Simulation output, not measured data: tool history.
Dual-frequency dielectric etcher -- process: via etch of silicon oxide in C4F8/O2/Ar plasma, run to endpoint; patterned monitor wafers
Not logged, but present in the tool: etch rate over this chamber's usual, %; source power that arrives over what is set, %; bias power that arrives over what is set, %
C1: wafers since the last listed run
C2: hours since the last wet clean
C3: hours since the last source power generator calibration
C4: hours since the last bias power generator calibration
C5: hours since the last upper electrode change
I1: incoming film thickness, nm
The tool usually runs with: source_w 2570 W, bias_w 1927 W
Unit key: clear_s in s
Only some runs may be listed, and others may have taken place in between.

{"run": 1, "hour": 0.0, "source_w": 3010, "bias_w": 1927, "C1": 0, "C2": 307.9, "C3": 3353.9, "C4": 2773.6, "C5": 3798.2, "I1": 1009.4, "clear_s": 147.2}
{"run": 2, "hour": 10.1, "source_w": 2570, "bias_w": 1927, "C1": 44, "C2": 318.0, "C3": 3364.0, "C4": 2783.7, "C5": 3808.3, "I1": 1001.4, "clear_s": 158.6}
{"run": 3, "hour": 18.6, "source_w": 2570, "bias_w": 1927, "C1": 37, "C2": 326.5, "C3": 3372.5, "C4": 2792.2, "C5": 3816.8, "I1": 1005.6, "clear_s": 159.6}
{"run": 4, "hour": 26.1, "source_w": 2570, "bias_w": 1927, "C1": 32, "C2": 334.0, "C3": 3380.0, "C4": 2799.7, "C5": 3824.3, "I1": 1015.8, "clear_s": 160.5}
{"run": 5, "hour": 38.5, "source_w": 2570, "bias_w": 1927, "C1": 54, "C2": 346.4, "C3": 3392.4, "C4": 2812.1, "C5": 3836.7, "I1": 1004.4, "clear_s": 158.8}
{"run": 6, "hour": 47.2, "source_w": 2570, "bias_w": 1927, "C1": 38, "C2": 355.1, "C3": 3401.1, "C4": 2820.8, "C5": 3845.4, "I1": 1019.3, "clear_s": 161.6}
{"run": 7, "hour": 56.1, "source_w": 2570, "bias_w": 1927, "C1": 39, "C2": 364.0, "C3": 3410.0, "C4": 2829.7, "C5": 3854.3, "I1": 1016.2, "clear_s": 159.4}
{"run": 8, "hour": 63.8, "source_w": 2570, "bias_w": 1927, "C1": 33, "C2": 371.7, "C3": 3417.7, "C4": 2837.4, "C5": 3862.0, "I1": 1008.9, "clear_s": 160.6}
{"run": 9, "hour": 79.8, "source_w": 2570, "bias_w": 1791, "C1": 70, "C2": 387.7, "C3": 3433.7, "C4": 2853.4, "C5": 3878.0, "I1": 1004.3, "clear_s": 161.9}
{"run": 10, "hour": 92.5, "source_w": 2570, "bias_w": 1791, "C1": 55, "C2": 400.4, "C3": 3446.4, "C4": 2866.1, "C5": 3890.7, "I1": 1000.5, "clear_s": 160.5}
{"hour": 121.9, "done": "upper electrode replaced"}
{"run": 11, "hour": 122.4, "source_w": 2570, "bias_w": 1927, "C1": 25, "C2": 430.3, "C3": 3476.3, "C4": 2896.0, "C5": 0.5, "I1": 1009.2, "clear_s": 157.8}
{"run": 12, "hour": 122.7, "source_w": 2570, "bias_w": 1927, "C1": 1, "C2": 430.6, "C3": 3476.6, "C4": 2896.3, "C5": 0.8, "I1": 1010.2, "clear_s": 159.0}
{"run": 13, "hour": 126.9, "source_w": 2090, "bias_w": 1927, "C1": 18, "C2": 434.8, "C3": 3480.8, "C4": 2900.5, "C5": 5.0, "I1": 1005.7, "clear_s": 175.4}
{"run": 14, "hour": 140.4, "source_w": 2570, "bias_w": 1927, "C1": 59, "C2": 448.3, "C3": 3494.3, "C4": 2914.0, "C5": 18.5, "I1": 1014.0, "clear_s": 158.8}
{"run": 15, "hour": 146.9, "source_w": 3060, "bias_w": 1927, "C1": 28, "C2": 454.8, "C3": 3500.8, "C4": 2920.5, "C5": 25.0, "I1": 1006.4, "clear_s": 144.7}
{"hour": 175.8, "done": "wet clean of the chamber"}
{"run": 16, "hour": 176.3, "source_w": 3060, "bias_w": 1927, "C1": 23, "C2": 0.5, "C3": 3530.2, "C4": 2949.9, "C5": 54.4, "I1": 1010.0, "clear_s": 140.9}
{"run": 17, "hour": 176.7, "source_w": 2570, "bias_w": 1927, "C1": 1, "C2": 0.9, "C3": 3530.6, "C4": 2950.3, "C5": 54.8, "I1": 1013.8, "clear_s": 154.1}
{"run": 18, "hour": 182.5, "source_w": 2090, "bias_w": 1927, "C1": 25, "C2": 6.7, "C3": 3536.4, "C4": 2956.1, "C5": 60.6, "I1": 1001.3, "clear_s": 170.0}
{"run": 19, "hour": 190.2, "source_w": 2970, "bias_w": 2131, "C1": 33, "C2": 14.4, "C3": 3544.1, "C4": 2963.8, "C5": 68.3, "I1": 1014.1, "clear_s": 139.3}
{"run": 20, "hour": 202.6, "source_w": 2570, "bias_w": 1927, "C1": 54, "C2": 26.8, "C3": 3556.5, "C4": 2976.2, "C5": 80.7, "I1": 998.7, "clear_s": 152.0}
{"run": 21, "hour": 214.4, "source_w": 2150, "bias_w": 1778, "C1": 51, "C2": 38.6, "C3": 3568.3, "C4": 2988.0, "C5": 92.5, "I1": 1007.0, "clear_s": 174.7}
{"run": 22, "hour": 226.5, "source_w": 2240, "bias_w": 1927, "C1": 53, "C2": 50.7, "C3": 3580.4, "C4": 3000.1, "C5": 104.6, "I1": 1010.0, "clear_s": 164.6}
{"run": 23, "hour": 232.7, "source_w": 2180, "bias_w": 1927, "C1": 27, "C2": 56.9, "C3": 3586.6, "C4": 3006.3, "C5": 110.8, "I1": 1019.3, "clear_s": 168.1}
{"hour": 250.7, "done": "bias power generator calibrated"}
{"hour": 265.8, "done": "wet clean of the chamber, repeated, since the last time left the tool worse"}
{"run": 24, "hour": 266.3, "source_w": 1990, "bias_w": 1756, "C1": 63, "C2": 0.5, "C3": 3620.2, "C4": 15.6, "C5": 144.4, "I1": 1018.8, "clear_s": 194.4}
{"run": 25, "hour": 266.7, "source_w": 2900, "bias_w": 2289, "C1": 1, "C2": 0.9, "C3": 3620.6, "C4": 16.0, "C5": 144.8, "I1": 1014.1, "clear_s": 146.1}
{"run": 26, "hour": 267.1, "source_w": 2360, "bias_w": 1927, "C1": 1, "C2": 1.3, "C3": 3621.0, "C4": 16.4, "C5": 145.2, "I1": 1004.1, "clear_s": 169.8}
{"run": 27, "hour": 276.5, "source_w": 2140, "bias_w": 1517, "C1": 41, "C2": 10.7, "C3": 3630.4, "C4": 25.8, "C5": 154.6, "I1": 1001.4, "clear_s": 194.7}
{"hour": 283.5, "done": "source power generator calibrated"}
{"run": 28, "hour": 286.2, "source_w": 3170, "bias_w": 2406, "C1": 25, "C2": 20.4, "C3": 2.7, "C4": 35.5, "C5": 164.3, "I1": 1002.1, "clear_s": 135.6}
{"run": 29, "hour": 303.1, "source_w": 2860, "bias_w": 1570, "C1": 74, "C2": 37.3, "C3": 19.6, "C4": 52.4, "C5": 181.2, "I1": 1009.3, "clear_s": 164.5}
{"run": 30, "hour": 314.7, "source_w": 2570, "bias_w": 1927, "C1": 50, "C2": 48.9, "C3": 31.2, "C4": 64.0, "C5": 192.8, "I1": 1009.2, "clear_s": 164.1}
{"run": 31, "hour": 322.9, "source_w": 2860, "bias_w": 1570, "C1": 36, "C2": 57.1, "C3": 39.4, "C4": 72.2, "C5": 201.0, "I1": 1020.5, "clear_s": 166.3}
{"run": 32, "hour": 333.8, "source_w": 2570, "bias_w": 1927, "C1": 47, "C2": 68.0, "C3": 50.3, "C4": 83.1, "C5": 211.9, "I1": 1025.5, "clear_s": 165.4}
{"run": 33, "hour": 347.1, "source_w": 3130, "bias_w": 2309, "C1": 58, "C2": 81.3, "C3": 63.6, "C4": 96.4, "C5": 225.2, "I1": 1015.6, "clear_s": 139.1}
{"run": 34, "hour": 361.9, "source_w": 2570, "bias_w": 1592, "C1": 65, "C2": 96.1, "C3": 78.4, "C4": 111.2, "C5": 240.0, "I1": 1003.2, "clear_s": 171.0}

Consider 4 possible next runs. They are alternatives, not a sequence: every one starts from the tool as it was left by run 34. What does each give?
{"run": "A", "hour": 362.4, "source_w": 1940, "bias_w": 1927, "C1": 2, "C2": 96.6, "C3": 78.9, "C4": 111.7, "C5": 240.5, "I1": 1018.1, "clear_s": "?"}
{"run": "B", "hour": 362.4, "source_w": 2570, "bias_w": 1573, "C1": 2, "C2": 96.6, "C3": 78.9, "C4": 111.7, "C5": 240.5, "I1": 1018.1, "clear_s": "?"}
{"run": "C", "hour": 362.4, "source_w": 2570, "bias_w": 2256, "C1": 2, "C2": 96.6, "C3": 78.9, "C4": 111.7, "C5": 240.5, "I1": 1018.1, "clear_s": "?"}
{"run": "D", "hour": 362.4, "source_w": 3180, "bias_w": 2333, "C1": 2, "C2": 96.6, "C3": 78.9, "C4": 111.7, "C5": 240.5, "I1": 1018.1, "clear_s": "?"}

run=A clear_s=193.2
run=B clear_s=177.5
run=C clear_s=157.2
run=D clear_s=139.7
The same runs, with their run-to-run variation unchanged, on a tool lacking any hidden condition would have given:
run=A clear_s=194.5
run=B clear_s=178.7
run=C clear_s=158.3
run=D clear_s=140.7
